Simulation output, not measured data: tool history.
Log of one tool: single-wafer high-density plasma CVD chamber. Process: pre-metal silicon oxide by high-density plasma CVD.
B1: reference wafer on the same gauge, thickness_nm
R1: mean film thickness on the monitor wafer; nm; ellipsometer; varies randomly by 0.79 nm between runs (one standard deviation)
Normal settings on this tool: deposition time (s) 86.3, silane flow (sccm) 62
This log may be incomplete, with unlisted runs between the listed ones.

run 1 day=0.000 | deposition_time_(s)=93.6 silane_flow_(sccm)=62 | B1=506.210 | R1=599.108
run 2 day=0.654 | deposition_time_(s)=93.6 silane_flow_(sccm)=62 | B1=506.094 | R1=598.127
run 3 day=1.533 | deposition_time_(s)=93.6 silane_flow_(sccm)=62 | B1=506.296 | R1=598.589
run 4 day=2.554 | deposition_time_(s)=86.3 silane_flow_(sccm)=62 | B1=505.886 | R1=552.605
run 5 day=3.621 | deposition_time_(s)=86.3 silane_flow_(sccm)=69 | B1=506.013 | R1=613.053
run 6 day=4.925 | deposition_time_(s)=86.3 silane_flow_(sccm)=62 | B1=506.516 | R1=551.063
run 7 day=5.738 | deposition_time_(s)=86.3 silane_flow_(sccm)=62 | B1=506.394 | R1=550.547
run 8 day=6.442 | deposition_time_(s)=82.7 silane_flow_(sccm)=62 | B1=506.372 | R1=528.084
-- day=7.212 gauge calibrated
run 9 day=7.362 | deposition_time_(s)=82.7 silane_flow_(sccm)=62 | B1=506.065 | R1=528.077
run 10 day=8.071 | deposition_time_(s)=71.4 silane_flow_(sccm)=57 | B1=505.835 | R1=419.721
-- day=8.712 silane flow controller replaced
run 11 day=9.250 | deposition_time_(s)=77.1 silane_flow_(sccm)=65 | B1=505.734 | R1=496.864
run 12 day=9.992 | deposition_time_(s)=70.1 silane_flow_(sccm)=54 | B1=505.816 | R1=376.411
run 13 day=11.071 | deposition_time_(s)=86.3 silane_flow_(sccm)=62 | B1=505.948 | R1=529.431
run 14 day=11.962 | deposition_time_(s)=86.3 silane_flow_(sccm)=74 | B1=505.918 | R1=634.434
run 15 day=12.604 | deposition_time_(s)=86.3 silane_flow_(sccm)=62 | B1=506.389 | R1=531.285

Expected results for the next run?
run 16 day=13.612 | deposition_time_(s)=77.1 silane_flow_(sccm)=65 | B1=? | R1=?

Run 16 yielded B1 506.186, R1 498.674 nm.
Take away the tool's hidden state, keep the run-to-run variation as it was, and the same run would have given R1 494.542 nm.
